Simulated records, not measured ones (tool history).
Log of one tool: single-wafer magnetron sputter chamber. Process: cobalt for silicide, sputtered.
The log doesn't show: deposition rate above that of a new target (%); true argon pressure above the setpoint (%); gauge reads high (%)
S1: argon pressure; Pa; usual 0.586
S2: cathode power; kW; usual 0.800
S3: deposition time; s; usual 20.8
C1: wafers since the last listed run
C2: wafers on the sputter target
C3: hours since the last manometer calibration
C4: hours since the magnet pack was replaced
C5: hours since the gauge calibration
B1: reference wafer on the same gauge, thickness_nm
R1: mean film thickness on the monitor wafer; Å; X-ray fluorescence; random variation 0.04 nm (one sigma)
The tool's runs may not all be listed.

Run 1, day 0.000: usual settings; C1 0; C2 397; C3 1983.5; C4 9839.5; C5 649.9; B1 8.858. Result: R1 82.23 Å.
Run 2, day 2.017: usual settings; C1 784; C2 1181; C3 2031.9; C4 9887.9; C5 698.3; B1 8.865. Result: R1 82.10 Å.
Run 3, day 3.758: usual settings; C1 677; C2 1859; C3 2073.7; C4 9929.7; C5 740.1; B1 8.856. Result: R1 82.38 Å.
Run 4, day 5.358: usual settings; C1 622; C2 2481; C3 2112.1; C4 9968.1; C5 778.5; B1 8.850. Result: R1 82.69 Å.
Run 5, day 7.471: usual settings; C1 821; C2 3302; C3 2162.8; C4 10018.8; C5 829.2; B1 8.863. Result: R1 82.29 Å.
Run 6, day 9.658: usual settings; C1 850; C2 4153; C3 2215.3; C4 10071.3; C5 881.7; B1 8.852. Result: R1 82.11 Å.
Run 7, day 10.946: usual settings; C1 500; C2 4653; C3 2246.2; C4 10102.2; C5 912.6; B1 8.861. Result: R1 82.48 Å.
Run 8, day 13.617: usual settings; C1 1038; C2 5692; C3 2310.3; C4 10166.3; C5 976.7; B1 8.854. Result: R1 82.38 Å.
Run 9, day 15.154: usual settings; C1 597; C2 6290; C3 2347.2; C4 10203.2; C5 1013.6; B1 8.862. Result: R1 82.25 Å.
Run 10, day 17.679: usual settings; C1 981; C2 7272; C3 2407.8; C4 10263.8; C5 1074.2; B1 8.857. Result: R1 81.27 Å.
Run 11, day 18.804: usual settings; C1 437; C2 7709; C3 2434.8; C4 10290.8; C5 1101.2; B1 8.854. Result: R1 81.80 Å.
Run 12, day 20.921: usual settings; C1 823; C2 8532; C3 2485.6; C4 10341.6; C5 1152.0; B1 8.865. Result: R1 82.65 Å.
Run 13, day 22.442: usual settings; C1 591; C2 9123; C3 2522.1; C4 10378.1; C5 1188.5; B1 8.856. Result: R1 81.79 Å.
At day 24.138: sputter target and shields replaced.
At day 27.938: capacitance manometer re-zeroed and calibrated.
Run 14, day 27.958: usual settings; C1 1885; C2 1356; C3 0.5; C4 10510.5; C5 1320.9; B1 8.854. Result: R1 83.79 Å.
Run 15, day 30.567: usual settings but S1 0.726 Pa, S3 19.0 s; C1 1014; C2 2370; C3 63.1; C4 10573.1; C5 1383.5; B1 8.853. Result: R1 73.43 Å.
At day 30.975: magnet pack replaced, of another model than before.
Run 16, day 36.221: usual settings but S1 0.651 Pa, S2 0.600 kW, S3 19.0 s; C1 2068; C2 4439; C3 198.8; C4 125.9; C5 1519.2; B1 8.868. Result: R1 55.72 Å.
Run 17, day 38.096: usual settings; C1 729; C2 5168; C3 243.8; C4 170.9; C5 1564.2; B1 8.867. Result: R1 83.87 Å.
Run 18, day 39.683: usual settings but S3 17.4 s; C1 617; C2 5785; C3 281.9; C4 209.0; C5 1602.3; B1 8.852. Result: R1 69.60 Å.
Run 19, day 42.375: usual settings but S1 0.769 Pa, S2 0.950 kW; C1 1046; C2 6832; C3 346.5; C4 273.6; C5 1666.9; B1 8.857. Result: R1 91.99 Å.
Run 20, day 45.075: usual settings; C1 1049; C2 7882; C3 411.3; C4 338.4; C5 1731.7; B1 8.849. Result: R1 83.22 Å.
Run 21, day 47.092: usual settings but S1 0.501 Pa, S2 0.900 kW, S3 19.2 s; C1 784; C2 8666; C3 459.7; C4 386.8; C5 1780.1; B1 8.851. Result: R1 89.09 Å.
At day 48.638: sputter target and shields replaced.
Run 22, day 48.658: usual settings but S1 0.798 Pa, S2 0.750 kW; C1 479; C2 8; C3 497.3; C4 424.4; C5 1817.7; B1 8.871. Result: R1 72.05 Å.
At day 50.129: gauge calibrated.
Run 23, day 50.329: usual settings but S1 0.680 Pa, S3 18.1 s; C1 649; C2 657; C3 537.4; C4 464.5; C5 4.8; B1 8.848. Result: R1 69.87 Å.
Run 24, day 51.433: usual settings but S1 0.408 Pa, S2 0.850 kW; C1 429; C2 1087; C3 563.9; C4 491.0; C5 31.3; B1 8.867. Result: R1 94.98 Å.
Run 25, day 52.588: usual settings; C1 448; C2 1535; C3 591.6; C4 518.7; C5 59.0; B1 8.864. Result: R1 83.21 Å.
Run 26, day 54.154: usual settings; C1 609; C2 2145; C3 629.2; C4 556.3; C5 96.6; B1 8.858. Result: R1 83.17 Å.
Run 27, day 61.888: usual settings but S1 0.425 Pa, S2 1.000 kW; C1 3007; C2 5152; C3 814.8; C4 741.9; C5 282.2; B1 8.844. Result: R1 111.36 Å.
Run 28, day 63.321: usual settings but S1 0.352 Pa, S3 19.3 s; C1 557; C2 5709; C3 849.2; C4 776.3; C5 316.6; B1 8.866. Result: R1 84.53 Å.
Run 29, day 64.488: usual settings but S3 16.7 s; C1 453; C2 6163; C3 877.2; C4 804.3; C5 344.6; B1 8.853. Result: R1 67.29 Å.
At day 68.938: sputter target and shields replaced.
Run 30, day 68.967: usual settings but S2 0.700 kW, S3 21.9 s; C1 1612; C2 11; C3 984.7; C4 911.8; C5 452.1; B1 8.857. Result: R1 76.03 Å.
Run 31, day 71.750: usual settings; C1 1082; C2 1094; C3 1051.5; C4 978.6; C5 518.9; B1 8.856. Result: R1 82.62 Å.
Run 32, day 73.021: usual settings but S1 0.783 Pa; C1 494; C2 1588; C3 1082.0; C4 1009.1; C5 549.4; B1 8.849. Result: R1 76.79 Å.
Run 33, day 75.700: usual settings but S2 0.650 kW; C1 1041; C2 2630; C3 1146.3; C4 1073.4; C5 613.7; B1 8.856. Result: R1 67.49 Å.
Run 34, day 76.742: usual settings but S1 0.409 Pa; C1 405; C2 3035; C3 1171.3; C4 1098.4; C5 638.7; B1 8.860. Result: R1 88.94 Å.

5 ways to go on from here, each from the tool as it stands after run 34. What would each give?
Run A, day 76.758: usual settings but S1 0.703 Pa; C1 6; C2 3041; C3 1171.7; C4 1098.8; C5 639.1; B1 ?. Result: R1 ?.
Run B, day 76.758: usual settings but S2 0.900 kW; C1 6; C2 3041; C3 1171.7; C4 1098.8; C5 639.1; B1 ?. Result: R1 ?.
Run C, day 76.758: usual settings but S1 0.440 Pa; C1 6; C2 3041; C3 1171.7; C4 1098.8; C5 639.1; B1 ?. Result: R1 ?.
Run D, day 76.758: usual settings but S1 0.372 Pa, S2 0.900 kW, S3 22.4 s; C1 6; C2 3041; C3 1171.7; C4 1098.8; C5 639.1; B1 ?. Result: R1 ?.
Run E, day 76.758: usual settings but S1 0.457 Pa, S3 23.5 s; C1 6; C2 3041; C3 1171.7; C4 1098.8; C5 639.1; B1 ?. Result: R1 ?.

run     B1      R1
  A  8.861   78.99
  B  8.861   93.17
  C  8.861   87.96
  D  8.861  109.65
  E  8.861   98.68
Without the tool's hidden state the same runs would have given:
run      R1
  A   80.10
  B   94.23
  C   88.66
  D  110.34
  E   99.50

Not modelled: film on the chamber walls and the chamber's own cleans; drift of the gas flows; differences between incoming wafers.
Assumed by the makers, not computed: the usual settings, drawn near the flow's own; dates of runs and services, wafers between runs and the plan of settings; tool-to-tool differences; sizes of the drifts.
